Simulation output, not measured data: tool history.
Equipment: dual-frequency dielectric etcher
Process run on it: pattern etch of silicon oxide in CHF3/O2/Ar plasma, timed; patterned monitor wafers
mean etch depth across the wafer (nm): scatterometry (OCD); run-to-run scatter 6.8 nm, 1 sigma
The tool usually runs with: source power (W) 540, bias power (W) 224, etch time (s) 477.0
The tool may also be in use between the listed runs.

run,day,source power (W),bias power (W),etch time (s),"read-back reference wafer on the same gauge, depth_nm",mean etch depth across the wafer (nm)
1,0.000,540,224,477.0,850.1,1032.0
# day 2.308: wet clean of the chamber
2,2.329,540,224,372.0,850.3,827.4
3,2.346,540,224,372.0,849.6,831.0
4,6.321,540,224,477.0,849.2,1059.5
5,7.367,540,224,477.0,850.8,1055.8
6,8.462,540,224,477.0,850.3,1043.5
7,9.658,540,224,477.0,849.9,1044.9
8,13.867,540,224,477.0,850.1,1038.5
9,14.412,540,224,477.0,848.7,1031.7
10,15.050,540,224,477.0,849.8,1029.3
11,16.529,540,184,477.0,851.8,957.5
12,17.454,590,253,404.5,849.9,944.1
13,18.308,540,266,477.0,849.8,1108.1
# day 18.704: bias power generator calibrated
14,19.604,500,241,477.0,848.0,1044.2
15,20.833,480,245,336.0,848.5,727.3
# day 21.146: gauge calibrated
16,22.167,540,224,477.0,851.0,1037.4
# day 23.933: wet clean of the chamber
17,23.954,540,224,477.0,849.8,1046.5
# day 24.983: upper electrode replaced
# day 25.133: source power generator calibrated
18,25.154,540,200,415.5,848.2,876.2
19,26.029,540,224,477.0,850.0,1061.6
20,27.150,540,224,477.0,850.6,1049.2
21,28.112,590,224,372.0,849.5,838.8
22,28.692,540,224,477.0,847.4,1051.1
23,30.100,540,224,477.0,851.6,1048.8
24,31.150,540,187,405.5,849.4,830.9
25,31.888,630,224,477.0,851.1,1097.6
26,33.317,540,224,561.5,850.6,1222.9
27,34.742,540,224,477.0,850.3,1046.7
28,35.483,670,224,477.0,850.1,1114.3
29,36.158,660,180,533.5,848.9,1123.9

Predict each of these 5 candidate next runs independently; none follows another, all start after run 29:
A,36.179,470,224,477.0,?,?
B,36.179,410,224,391.5,?,?
C,36.179,400,248,372.0,?,?
D,36.179,540,224,335.0,?,?
E,36.179,640,224,477.0,?,?

run,"read-back reference wafer on the same gauge, depth_nm",mean etch depth across the wafer (nm)
A,849.7,992.3
B,849.7,787.5
C,849.7,775.5
D,849.7,722.3
E,849.7,1077.0
Take away the tool's hidden state, keep each run's random variation, and the runs would have read:
run,mean etch depth across the wafer (nm)
A,1007.3
B,799.4
C,787.3
D,733.3
E,1093.3

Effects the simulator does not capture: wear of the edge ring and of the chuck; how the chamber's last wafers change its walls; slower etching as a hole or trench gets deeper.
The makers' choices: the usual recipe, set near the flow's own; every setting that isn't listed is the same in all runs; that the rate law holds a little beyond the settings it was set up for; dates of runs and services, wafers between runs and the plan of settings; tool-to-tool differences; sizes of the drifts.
